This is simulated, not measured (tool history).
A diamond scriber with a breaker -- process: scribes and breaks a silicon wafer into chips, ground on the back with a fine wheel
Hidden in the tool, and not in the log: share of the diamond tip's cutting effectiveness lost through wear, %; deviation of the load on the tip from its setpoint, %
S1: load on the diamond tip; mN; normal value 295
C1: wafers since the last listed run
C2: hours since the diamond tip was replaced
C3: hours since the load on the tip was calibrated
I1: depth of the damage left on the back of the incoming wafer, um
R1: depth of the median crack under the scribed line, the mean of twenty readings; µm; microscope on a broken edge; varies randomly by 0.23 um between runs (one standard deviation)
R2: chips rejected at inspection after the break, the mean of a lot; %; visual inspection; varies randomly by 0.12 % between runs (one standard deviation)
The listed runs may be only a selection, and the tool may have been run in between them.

| run | hour | S1 | C1 | C2 | C3 | I1 | R1 | R2 |
|---|---|---|---|---|---|---|---|---|
| 1 | 0 | 243 | 0 | 249 | 891 | 2.37 | 9.95 | 6.25 |
| 2 | 21.6 | 345 | 65 | 270.6 | 912.6 | 2.91 | 12.75 | 4.36 |
| 3 | 41.8 | 345 | 61 | 290.8 | 932.8 | 2.65 | 12.47 | 4.08 |
| 4 | 123 | 241 | 246 | 372 | 1014 | 2.35 | 9.79 | 7.21 |
| 5 | 147.9 | 241 | 75 | 396.9 | 1038.9 | 2.13 | 9.82 | 8.07 |
| 6 | 195.1 | 342 | 143 | 444.1 | 1086.1 | 2.62 | 11.87 | 3.21 |
| 7 | 230.9 | 262 | 108 | 479.9 | 1121.9 | 2.15 | 9.88 | 5.06 |
| 8 | 254.8 | 262 | 72 | 503.8 | 1145.8 | 2.78 | 10.1 | 6.52 |
| 9 | 267.4 | 237 | 38 | 516.4 | 1158.4 | 2.77 | 9.47 | 10.53 |
| 10 | 281.8 | 237 | 43 | 530.8 | 1172.8 | 1.68 | 9.55 | 8.63 |
| 11 | 353.7 | 237 | 218 | 602.7 | 1244.7 | 2.05 | 9.3 | 10.89 |
| 12 | 374 | 295 | 61 | 623 | 1265 | 2.77 | 10.34 | 4.24 |
| 13 | 403.9 | 295 | 90 | 652.9 | 1294.9 | 1.83 | 10.7 | 2.67 |
| 14 | 464.5 | 295 | 184 | 713.5 | 1355.5 | 2.55 | 10.75 | 4.36 |
| 15 | 498.9 | 295 | 104 | 747.9 | 1389.9 | 1.63 | 10.17 | 3.41 |
| 16 | 552.5 | 295 | 162 | 801.5 | 1443.5 | 2.28 | 10.34 | 4.83 |
| 17 | 587.4 | 295 | 106 | 836.4 | 1478.4 | 2.43 | 10.19 | 6.18 |
| 18 | 608.9 | 295 | 65 | 857.9 | 1499.9 | 2.95 | 9.96 | 7.09 |
| 19 | 626.1 | 295 | 52 | 875.1 | 1517.1 | 2.29 | 9.83 | 5.5 |
|  | 637.5 | load on the tip recalibrated |
| 20 | 660.1 | 295 | 97 | 909.1 | 22.6 | 2.87 | 9.95 | 8.44 |
| 21 | 677 | 270 | 51 | 926 | 39.5 | 2.74 | 9.41 | 12.87 |
| 22 | 711.3 | 211 | 104 | 960.3 | 73.8 | 2.09 | 7.87 | 26.51 |
| 23 | 734.2 | 334 | 69 | 983.2 | 96.7 | 2.74 | 10.49 | 5.34 |
| 24 | 754.6 | 335 | 62 | 1003.6 | 117.1 | 2.01 | 10.19 | 3.7 |
| 25 | 776.5 | 249 | 66 | 1025.5 | 139 | 2.8 | 8.5 | 22.14 |
| 26 | 788.9 | 263 | 37 | 1037.9 | 151.4 | 1.85 | 9.02 | 14.64 |
|  | 807.6 | diamond tip replaced by a new one |
| 27 | 818.2 | 295 | 82 | 10.6 | 180.7 | 2.63 | 11.68 | 2.82 |
| 28 | 836.5 | 250 | 55 | 28.9 | 199 | 1.82 | 10.16 | 4.14 |
| 29 | 931.8 | 371 | 289 | 124.2 | 294.3 | 2.94 | 13.59 | 6.59 |
| 30 | 950.1 | 256 | 55 | 142.5 | 312.6 | 2.58 | 10.41 | 5.09 |
| 31 | 973.6 | 295 | 71 | 166 | 336.1 | 2.85 | 11.18 | 3.25 |
| 32 | 1039.2 | 328 | 199 | 231.6 | 401.7 | 1.57 | 11.91 | 1.82 |
| 33 | 1074 | 295 | 105 | 266.4 | 436.5 | 2.68 | 11.49 | 3.03 |
| 34 | 1097.2 | 295 | 70 | 289.6 | 459.7 | 1.92 | 11.13 | 1.87 |
| 35 | 1124.7 | 214 | 83 | 317.1 | 487.2 | 2.53 | 9.07 | 13.66 |
| 36 | 1153 | 295 | 86 | 345.4 | 515.5 | 2.75 | 11.31 | 2.78 |
| 37 | 1170.6 | 295 | 53 | 363 | 533.1 | 1.98 | 10.99 | 1.74 |
| 38 | 1195.9 | 295 | 76 | 388.3 | 558.4 | 2.61 | 11.37 | 2.75 |
| 39 | 1231.7 | 267 | 108 | 424.1 | 594.2 | 1.69 | 10.47 | 3.21 |
| 40 | 1252.8 | 329 | 64 | 445.2 | 615.3 | 1.84 | 11.72 | 1.68 |
| 41 | 1283.1 | 358 | 92 | 475.5 | 645.6 | 2.53 | 12.56 | 3.63 |

Entry by entry between the runs, the difference in hidden state between the last listed run before and the first listed run after:
From run 19 to run 20: load on the tip recalibrated (hour 637.5)
  share of the diamond tip's cutting effectiveness lost through wear, %: 17.4 -> 18.6
  measured result minus the result with no hidden state, R1: -1.34 -> -1.46 µm; R2: +3.63 -> +5.18 %
From run 26 to run 27: diamond tip replaced by a new one (hour 807.6)
  share of the diamond tip's cutting effectiveness lost through wear, %: 23.9 -> 1.04
  measured result minus the result with no hidden state, R1: -1.8 -> -0.08 µm; R2: +11.99 -> +0.05 %
